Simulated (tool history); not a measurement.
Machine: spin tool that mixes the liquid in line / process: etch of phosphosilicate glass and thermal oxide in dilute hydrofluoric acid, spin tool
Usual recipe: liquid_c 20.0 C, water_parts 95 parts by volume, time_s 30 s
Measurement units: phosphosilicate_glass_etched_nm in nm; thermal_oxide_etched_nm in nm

run	day	liquid_c	water_parts	time_s	read-back film thickness of the phosphosilicate glass reference wafer, read on the same gauge (nm)	read-back film thickness of the thermal oxide reference wafer, read on the same gauge (nm)	phosphosilicate_glass_etched_nm	thermal_oxide_etched_nm
1	0.000	18.0	80	30	120.02	119.996	44.69	1.344
2	0.646	18.0	80	30	119.99	120.009	45.75	1.290
3	1.812	20.0	95	30	120.00	120.000	40.74	1.171
4	2.962	20.0	95	30	120.01	119.993	40.50	1.159
5	3.808	20.0	95	30	119.98	119.982	41.03	1.196
# day 4.121: thermometer replaced
6	4.562	20.0	95	30	120.01	119.988	40.26	1.139
7	5.642	20.0	95	30	119.99	120.003	40.05	1.181
8	6.200	20.0	95	30	119.97	119.969	40.48	1.211
9	6.975	20.0	95	45	120.00	120.008	61.07	1.669
# day 7.104: hydrofluoric acid flow meter replaced
# day 7.612: gauge calibrated
10	8.342	20.0	95	30	120.01	120.002	40.26	1.222
11	8.867	17.0	115	30	120.02	119.993	29.07	0.837
12	9.729	20.0	95	30	119.99	120.030	40.68	1.143
13	10.404	20.0	65	40	120.00	120.007	82.50	2.406
14	11.704	20.0	95	30	120.02	120.027	40.42	1.167
15	12.242	20.0	95	30	120.00	119.992	40.07	1.209
16	13.071	17.5	120	25	120.02	119.994	23.66	0.666
17	13.638	20.0	115	40	120.03	120.014	42.82	1.259

Predict each of these 5 candidate next runs independently; none follows another, all start after run 17:
A	13.654	20.0	95	30	?	?	?	?
B	13.654	17.0	95	30	?	?	?	?
C	13.654	17.0	135	40	?	?	?	?
D	13.654	24.5	135	20	?	?	?	?
E	13.654	18.0	120	15	?	?	?	?

run	read-back film thickness of the phosphosilicate glass reference wafer, read on the same gauge (nm)	read-back film thickness of the thermal oxide reference wafer, read on the same gauge (nm)	phosphosilicate_glass_etched_nm	thermal_oxide_etched_nm
A	120.00	119.993	40.36	1.144
B	120.00	119.993	35.61	1.009
C	120.00	119.993	32.08	0.909
D	120.00	119.993	21.63	0.613
E	120.00	119.993	14.32	0.406
Had the tool no hidden state, the same runs would have come out as:
run	phosphosilicate_glass_etched_nm	thermal_oxide_etched_nm
A	40.36	1.144
B	35.61	1.009
C	32.08	0.909
D	21.63	0.613
E	14.32	0.406
